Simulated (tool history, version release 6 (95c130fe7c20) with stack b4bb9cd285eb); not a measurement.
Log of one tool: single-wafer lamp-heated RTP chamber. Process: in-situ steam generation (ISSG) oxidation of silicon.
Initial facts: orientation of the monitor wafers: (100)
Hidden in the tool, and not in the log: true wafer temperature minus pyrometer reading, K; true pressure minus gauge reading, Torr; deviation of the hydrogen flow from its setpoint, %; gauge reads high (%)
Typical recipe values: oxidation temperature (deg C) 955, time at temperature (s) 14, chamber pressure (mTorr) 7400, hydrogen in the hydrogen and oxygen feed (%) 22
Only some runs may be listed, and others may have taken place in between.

| run | hour | oxidation temperature (deg C) | time at temperature (s) | chamber pressure (mTorr) | hydrogen in the hydrogen and oxygen feed (%) | wafers since the last listed run | wafers since the last pyrometer calibration | hours since the pressure gauge was zeroed | hours since the hydrogen flow controller was replaced | hours since the gauge calibration | read-back reference wafer on the same gauge, thickness | oxide thickness on the monitor wafer (nm) |
|---|---|---|---|---|---|---|---|---|---|---|---|---|
| 1 | 0 | 955 | 14 | 7400 | 22 | 0 | 5713 | 2599.9 | 1631.7 | 529.2 | 4.579 | 4.391 |
|  | 73.2 | pyrometer window cleaned and pyrometer calibrated |
| 2 | 73.7 | 963 | 14 | 7400 | 22 | 577 | 4 | 2673.6 | 1705.4 | 602.9 | 4.581 | 4.459 |
| 3 | 107.2 | 963 | 14 | 7400 | 22 | 294 | 299 | 2707.1 | 1738.9 | 636.4 | 4.58 | 4.455 |
| 4 | 175 | 963 | 14 | 7400 | 22 | 596 | 895 | 2774.9 | 1806.7 | 704.2 | 4.581 | 4.475 |
| 5 | 218.4 | 955 | 14 | 7400 | 22 | 381 | 1277 | 2818.3 | 1850.1 | 747.6 | 4.581 | 4.345 |
| 6 | 259.8 | 955 | 14 | 7400 | 22 | 364 | 1641 | 2859.7 | 1891.5 | 789 | 4.585 | 4.384 |
| 7 | 293.4 | 955 | 18 | 7400 | 22 | 295 | 1936 | 2893.3 | 1925.1 | 822.6 | 4.579 | 4.812 |
| 8 | 329.5 | 955 | 18 | 7400 | 22 | 317 | 2253 | 2929.4 | 1961.2 | 858.7 | 4.581 | 4.816 |
| 9 | 362.6 | 955 | 14 | 7400 | 25 | 291 | 2544 | 2962.5 | 1994.3 | 891.8 | 4.58 | 4.532 |
| 10 | 431.6 | 955 | 14 | 6900 | 22 | 606 | 3151 | 3031.5 | 2063.3 | 960.8 | 4.578 | 4.354 |
|  | 450 | hydrogen flow controller replaced |
| 11 | 499.9 | 955 | 14 | 6900 | 22 | 530 | 3681 | 3099.8 | 49.9 | 1029.1 | 4.58 | 4.396 |
| 12 | 553.7 | 955 | 14 | 6900 | 22 | 473 | 4154 | 3153.6 | 103.7 | 1082.9 | 4.579 | 4.398 |
| 13 | 621.7 | 940 | 10 | 7800 | 19 | 597 | 4752 | 3221.6 | 171.7 | 1150.9 | 4.585 | 3.624 |
|  | 713.7 | gauge calibrated |
| 14 | 729.4 | 955 | 10 | 7400 | 27 | 946 | 5699 | 3329.3 | 279.4 | 15.7 | 4.581 | 4.116 |
| 15 | 794.3 | 967 | 14 | 8300 | 22 | 570 | 6270 | 3394.2 | 344.3 | 80.6 | 4.58 | 4.549 |
|  | 805 | pyrometer window cleaned and pyrometer calibrated |
| 16 | 861.5 | 955 | 14 | 7400 | 22 | 520 | 496 | 3461.4 | 411.5 | 147.8 | 4.583 | 4.396 |
|  | 916.2 | pressure gauge zeroed |
| 17 | 930.9 | 948 | 11 | 7400 | 22 | 539 | 1036 | 14.7 | 480.9 | 217.2 | 4.58 | 3.956 |
| 18 | 999.4 | 955 | 14 | 7400 | 22 | 602 | 1639 | 83.2 | 549.4 | 285.7 | 4.579 | 4.396 |
| 19 | 1051.7 | 955 | 14 | 7400 | 22 | 459 | 2098 | 135.5 | 601.7 | 338 | 4.582 | 4.401 |
| 20 | 1081 | 955 | 14 | 6900 | 18 | 257 | 2356 | 164.8 | 631 | 367.3 | 4.584 | 4.174 |
| 21 | 1150 | 949 | 11 | 8100 | 29 | 606 | 2963 | 233.8 | 700 | 436.3 | 4.581 | 4.27 |
| 22 | 1193.3 | 964 | 16 | 7400 | 25 | 380 | 3344 | 277.1 | 743.3 | 479.6 | 4.58 | 4.916 |
| 23 | 1245.9 | 967 | 14 | 7400 | 22 | 462 | 3806 | 329.7 | 795.9 | 532.2 | 4.58 | 4.557 |
| 24 | 1277.8 | 955 | 9 | 7400 | 22 | 280 | 4087 | 361.6 | 827.8 | 564.1 | 4.578 | 3.738 |
| 25 | 1330.6 | 974 | 14 | 7400 | 22 | 464 | 4551 | 414.4 | 880.6 | 616.9 | 4.581 | 4.644 |

Per-run results on a tool with no hidden state, each run keeping its own random variation:
| run | oxide thickness on the monitor wafer (nm) |
|---|---|
| 1 | 4.434 |
| 2 | 4.504 |
| 3 | 4.501 |
| 4 | 4.523 |
| 5 | 4.393 |
| 6 | 4.433 |
| 7 | 4.865 |
| 8 | 4.87 |
| 9 | 4.587 |
| 10 | 4.409 |
| 11 | 4.398 |
| 12 | 4.401 |
| 13 | 3.629 |
| 14 | 4.124 |
| 15 | 4.558 |
| 16 | 4.407 |
| 17 | 3.968 |
| 18 | 4.411 |
| 19 | 4.417 |
| 20 | 4.19 |
| 21 | 4.288 |
| 22 | 4.937 |
| 23 | 4.579 |
| 24 | 3.758 |
| 25 | 4.668 |

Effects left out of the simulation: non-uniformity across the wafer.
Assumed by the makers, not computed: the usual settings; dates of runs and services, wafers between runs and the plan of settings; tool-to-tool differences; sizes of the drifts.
